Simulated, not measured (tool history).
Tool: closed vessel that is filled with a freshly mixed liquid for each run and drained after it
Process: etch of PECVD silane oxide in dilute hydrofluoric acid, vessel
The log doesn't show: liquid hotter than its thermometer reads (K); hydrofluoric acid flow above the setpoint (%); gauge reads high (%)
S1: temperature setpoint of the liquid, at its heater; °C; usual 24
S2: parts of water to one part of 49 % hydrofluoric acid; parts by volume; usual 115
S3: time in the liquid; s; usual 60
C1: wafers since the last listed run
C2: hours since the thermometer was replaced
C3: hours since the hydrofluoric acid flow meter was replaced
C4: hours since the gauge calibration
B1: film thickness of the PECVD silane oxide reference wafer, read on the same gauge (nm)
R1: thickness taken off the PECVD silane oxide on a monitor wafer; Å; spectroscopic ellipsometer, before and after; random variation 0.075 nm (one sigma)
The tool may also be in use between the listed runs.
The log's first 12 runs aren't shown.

| run | day | S1 | S2 | S3 | C1 | C2 | C3 | C4 | B1 | R1 |
|---|---|---|---|---|---|---|---|---|---|---|
| 13 | 5.879 | 26 | 115 | 35 | 2103 | 2435.5 | 1945.6 | 45.7 | 79.96 | 123.7 |
|  | 5.975 | thermometer replaced |
| 14 | 6.575 | 24 | 115 | 60 | 2063 | 14.4 | 1962.3 | 62.4 | 79.99 | 179.3 |
| 15 | 6.962 | 28 | 145 | 35 | 1222 | 23.7 | 1971.6 | 71.7 | 80 | 92.6 |
| 16 | 7.554 | 21 | 115 | 70 | 1866 | 37.9 | 1985.8 | 85.9 | 80.02 | 185.3 |
| 17 | 7.946 | 24 | 115 | 60 | 1235 | 47.3 | 1995.2 | 95.3 | 80.01 | 179.4 |
| 18 | 8.65 | 24 | 115 | 60 | 2221 | 64.2 | 2012.1 | 112.2 | 80.01 | 178.4 |
|  | 9.192 | hydrofluoric acid flow meter replaced |
| 19 | 9.267 | 24 | 160 | 35 | 1813 | 79 | 1.8 | 127 | 80 | 71.4 |
| 20 | 9.833 | 27.5 | 175 | 50 | 1787 | 92.6 | 15.4 | 140.6 | 80.01 | 104.7 |
| 21 | 10.488 | 24 | 115 | 50 | 2063 | 108.3 | 31.1 | 156.3 | 80.01 | 149.7 |
| 22 | 10.842 | 24 | 115 | 60 | 1117 | 116.8 | 39.6 | 164.8 | 79.98 | 178.4 |
| 23 | 11.379 | 24 | 115 | 60 | 1695 | 129.7 | 52.5 | 177.7 | 80 | 178.6 |
| 24 | 11.796 | 27.5 | 100 | 30 | 1314 | 139.7 | 62.5 | 187.7 | 80.02 | 119.3 |
| 25 | 12.142 | 28 | 115 | 60 | 1090 | 148 | 70.8 | 196 | 79.99 | 208.6 |
| 26 | 12.567 | 24 | 115 | 60 | 1340 | 158.2 | 81 | 206.2 | 79.99 | 179.3 |
| 27 | 13.267 | 27 | 115 | 30 | 2208 | 175 | 97.8 | 223 | 80.03 | 101 |
| 28 | 13.554 | 20.5 | 100 | 50 | 906 | 181.9 | 104.7 | 229.9 | 80.01 | 152.7 |
| 29 | 13.829 | 22.5 | 115 | 40 | 867 | 188.5 | 111.3 | 236.5 | 79.99 | 113.4 |
| 30 | 14.396 | 20.5 | 100 | 50 | 1787 | 202.1 | 124.9 | 250.1 | 80 | 153.1 |
| 31 | 14.817 | 24 | 115 | 60 | 1327 | 212.2 | 135 | 260.2 | 80 | 179.6 |
| 32 | 15.125 | 21.5 | 155 | 85 | 972 | 219.6 | 142.4 | 267.6 | 79.99 | 164.1 |

5 ways to go on from here, each from the tool as it stands after run 32. What would each give?
| A | 15.154 | 24 | 115 | 30 | 92 | 220.3 | 143.1 | 268.3 | ? | ? |
| B | 15.154 | 22 | 175 | 50 | 92 | 220.3 | 143.1 | 268.3 | ? | ? |
| C | 15.154 | 21 | 100 | 90 | 92 | 220.3 | 143.1 | 268.3 | ? | ? |
| D | 15.154 | 24 | 85 | 60 | 92 | 220.3 | 143.1 | 268.3 | ? | ? |
| E | 15.154 | 27 | 115 | 75 | 92 | 220.3 | 143.1 | 268.3 | ? | ? |

| run | B1 | R1 |
|---|---|---|
| A | 79.99 | 90 |
| B | 79.99 | 85.2 |
| C | 79.99 | 280.6 |
| D | 79.99 | 252.8 |
| E | 79.99 | 252.5 |
Without the tool's hidden state the same runs would have given:
| run | R1 |
|---|---|
| A | 88 |
| B | 83.4 |
| C | 274.1 |
| D | 247.1 |
| E | 247.1 |
